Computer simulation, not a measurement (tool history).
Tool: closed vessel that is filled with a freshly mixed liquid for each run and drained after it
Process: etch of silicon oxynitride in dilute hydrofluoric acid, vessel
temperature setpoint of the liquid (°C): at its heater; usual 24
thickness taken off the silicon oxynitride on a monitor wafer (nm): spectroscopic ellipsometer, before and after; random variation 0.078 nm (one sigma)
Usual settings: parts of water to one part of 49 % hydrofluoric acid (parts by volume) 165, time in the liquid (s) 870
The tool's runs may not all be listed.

run     day  temperature setpoint of the liquid (°C)  parts of water to one part of 49 % hydrofluoric acid (parts by volume)  time in the liquid (s)  read-back film thickness of the silicon oxynitride reference wafer, read on the same gauge (nm)  thickness taken off the silicon oxynitride on a monitor wafer (nm)
  1       0                                       24                                                                     165                     870                                                                                            80.02                                                               23.12
  2   0.908                                       24                                                                     165                     870                                                                                            80.01                                                               23.29
  3    1.45                                       24                                                                     165                     870                                                                                            80.01                                                               23.11
  4   2.625                                       24                                                                     165                     870                                                                                            79.96                                                               23.36
  5   3.458                                       24                                                                     165                     870                                                                                               80                                                               23.05
      4.696  -- hydrofluoric acid flow meter replaced
  6   4.733                                       24                                                                     165                     870                                                                                            79.99                                                               21.88
  7   6.033                                       24                                                                     165                     870                                                                                            80.02                                                               21.94
  8   6.908                                       24                                                                     165                     870                                                                                            80.03                                                                21.9
      7.729  -- thermometer replaced
  9   7.796                                     26.5                                                                     165                    1370                                                                                               80                                                                42.6
 10   8.367                                     27.5                                                                     235                     645                                                                                            80.01                                                               13.95
      8.704  -- gauge calibrated
 11   8.875                                       24                                                                     165                     870                                                                                            80.03                                                               24.31
 12  10.196                                       26                                                                     100                    1180                                                                                            79.99                                                               63.14
 13  10.962                                       24                                                                     165                     870                                                                                            79.96                                                               24.31
 14  12.312                                       24                                                                     190                     870                                                                                            80.03                                                               20.78
 15  12.896                                       24                                                                     165                     870                                                                                            79.98                                                               24.43
 16  13.608                                     27.5                                                                     115                     490                                                                                            80.01                                                               24.11

4 ways to go on from here, each from the tool as it stands after run 16. What would each give?
  A  13.646                                       24                                                                     165                    1245                                                                                                ?                                                                   ?
  B  13.646                                     22.5                                                                     165                    1105                                                                                                ?                                                                   ?
  C  13.646                                     19.5                                                                     100                    1330                                                                                                ?                                                                   ?
  D  13.646                                       29                                                                     225                     870                                                                                                ?                                                                   ?

run  read-back film thickness of the silicon oxynitride reference wafer, read on the same gauge (nm)  thickness taken off the silicon oxynitride on a monitor wafer (nm)
  A                                                                                               80                                                               34.83
  B                                                                                               80                                                               28.85
  C                                                                                               80                                                               51.92
  D                                                                                               80                                                               21.21
Without the tool's hidden state the same runs would have given:
run  thickness taken off the silicon oxynitride on a monitor wafer (nm)
  A                                                               34.36
  B                                                               28.47
  C                                                               51.39
  D                                                               20.85
